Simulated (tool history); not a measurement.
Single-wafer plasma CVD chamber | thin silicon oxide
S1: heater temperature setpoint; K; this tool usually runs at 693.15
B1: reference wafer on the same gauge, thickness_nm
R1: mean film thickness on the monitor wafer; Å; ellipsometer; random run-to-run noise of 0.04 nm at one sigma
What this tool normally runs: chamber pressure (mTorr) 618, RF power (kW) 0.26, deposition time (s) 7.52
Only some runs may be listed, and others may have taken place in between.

{"run": 1, "hour": 0.0, "S1": 693.15, "chamber pressure (mTorr)": 618, "RF power (kW)": 0.26, "deposition time (s)": 7.52, "B1": 11.1, "R1": 89.57}
{"run": 2, "hour": 28.4, "S1": 693.15, "chamber pressure (mTorr)": 618, "RF power (kW)": 0.26, "deposition time (s)": 7.52, "B1": 11.094, "R1": 89.33}
{"run": 3, "hour": 61.2, "S1": 693.15, "chamber pressure (mTorr)": 618, "RF power (kW)": 0.26, "deposition time (s)": 7.52, "B1": 11.093, "R1": 89.09}
{"run": 4, "hour": 81.6, "S1": 693.15, "chamber pressure (mTorr)": 618, "RF power (kW)": 0.26, "deposition time (s)": 7.52, "B1": 11.103, "R1": 89.37}
{"run": 5, "hour": 95.9, "S1": 688.15, "chamber pressure (mTorr)": 618, "RF power (kW)": 0.26, "deposition time (s)": 7.52, "B1": 11.086, "R1": 89.34}
{"run": 6, "hour": 138.2, "S1": 693.15, "chamber pressure (mTorr)": 618, "RF power (kW)": 0.26, "deposition time (s)": 7.52, "B1": 11.113, "R1": 89.03}
{"run": 7, "hour": 156.9, "S1": 693.15, "chamber pressure (mTorr)": 618, "RF power (kW)": 0.26, "deposition time (s)": 7.52, "B1": 11.109, "R1": 89.49}
{"run": 8, "hour": 171.9, "S1": 693.15, "chamber pressure (mTorr)": 618, "RF power (kW)": 0.26, "deposition time (s)": 7.52, "B1": 11.108, "R1": 89.05}
{"run": 9, "hour": 207.2, "S1": 693.15, "chamber pressure (mTorr)": 618, "RF power (kW)": 0.26, "deposition time (s)": 7.52, "B1": 11.092, "R1": 88.71}
{"run": 10, "hour": 227.5, "S1": 693.15, "chamber pressure (mTorr)": 618, "RF power (kW)": 0.26, "deposition time (s)": 8.02, "B1": 11.1, "R1": 95.58}
{"run": 11, "hour": 248.6, "S1": 693.15, "chamber pressure (mTorr)": 618, "RF power (kW)": 0.26, "deposition time (s)": 8.5, "B1": 11.091, "R1": 101.42}
{"run": 12, "hour": 279.3, "S1": 707.15, "chamber pressure (mTorr)": 684, "RF power (kW)": 0.26, "deposition time (s)": 7.52, "B1": 11.099, "R1": 96.86}
{"hour": 296.7, "done": "gauge calibrated"}
{"hour": 305.5, "done": "showerhead replaced, of another model than before"}
{"run": 13, "hour": 306.0, "S1": 693.15, "chamber pressure (mTorr)": 618, "RF power (kW)": 0.26, "deposition time (s)": 7.52, "B1": 11.101, "R1": 92.22}
{"hour": 330.5, "done": "thermocouple changed; heater temperature recalibrated"}
{"run": 14, "hour": 361.8, "S1": 702.15, "chamber pressure (mTorr)": 504, "RF power (kW)": 0.28, "deposition time (s)": 6.09, "B1": 11.105, "R1": 70.81}
{"hour": 384.2, "done": "capacitance manometer re-zeroed and calibrated"}
{"run": 15, "hour": 394.9, "S1": 703.15, "chamber pressure (mTorr)": 618, "RF power (kW)": 0.24, "deposition time (s)": 6.51, "B1": 11.112, "R1": 75.61}
{"run": 16, "hour": 425.0, "S1": 693.15, "chamber pressure (mTorr)": 618, "RF power (kW)": 0.26, "deposition time (s)": 7.52, "B1": 11.105, "R1": 96.15}
{"hour": 445.0, "done": "RF generator calibrated"}
{"run": 17, "hour": 450.4, "S1": 701.15, "chamber pressure (mTorr)": 618, "RF power (kW)": 0.26, "deposition time (s)": 7.52, "B1": 11.105, "R1": 94.42}
{"run": 18, "hour": 474.6, "S1": 693.15, "chamber pressure (mTorr)": 618, "RF power (kW)": 0.26, "deposition time (s)": 7.05, "B1": 11.086, "R1": 90.16}
{"run": 19, "hour": 510.3, "S1": 693.15, "chamber pressure (mTorr)": 618, "RF power (kW)": 0.26, "deposition time (s)": 8.83, "B1": 11.106, "R1": 112.88}
{"run": 20, "hour": 534.7, "S1": 693.15, "chamber pressure (mTorr)": 618, "RF power (kW)": 0.26, "deposition time (s)": 7.52, "B1": 11.084, "R1": 95.57}
{"run": 21, "hour": 560.8, "S1": 703.15, "chamber pressure (mTorr)": 618, "RF power (kW)": 0.26, "deposition time (s)": 6.51, "B1": 11.096, "R1": 82.43}
{"run": 22, "hour": 576.6, "S1": 699.15, "chamber pressure (mTorr)": 618, "RF power (kW)": 0.29, "deposition time (s)": 7.52, "B1": 11.092, "R1": 104.1}

Hidden state, per run?
wafer temperature above the value expected at the setpoint (K): 0 in every run
delivered RF power above the setpoint (%): 0 in every run
gauge reads high (%): 0 in every run
H1: true pressure above the setpoint (%)
run=1 H1=-6.58
run=2 H1=-6.6
run=3 H1=-6.62
run=4 H1=-6.64
run=5 H1=-6.65
run=6 H1=-6.67
run=7 H1=-6.69
run=8 H1=-6.69
run=9 H1=-6.72
run=10 H1=-6.73
run=11 H1=-6.74
run=12 H1=-6.76
run=13 H1=-6.77
run=14 H1=-6.8
run=15 H1=0.803
run=16 H1=0.539
run=17 H1=0.325
run=18 H1=0.129
run=19 H1=-0.148
run=20 H1=-0.329
run=21 H1=-0.516
run=22 H1=-0.625
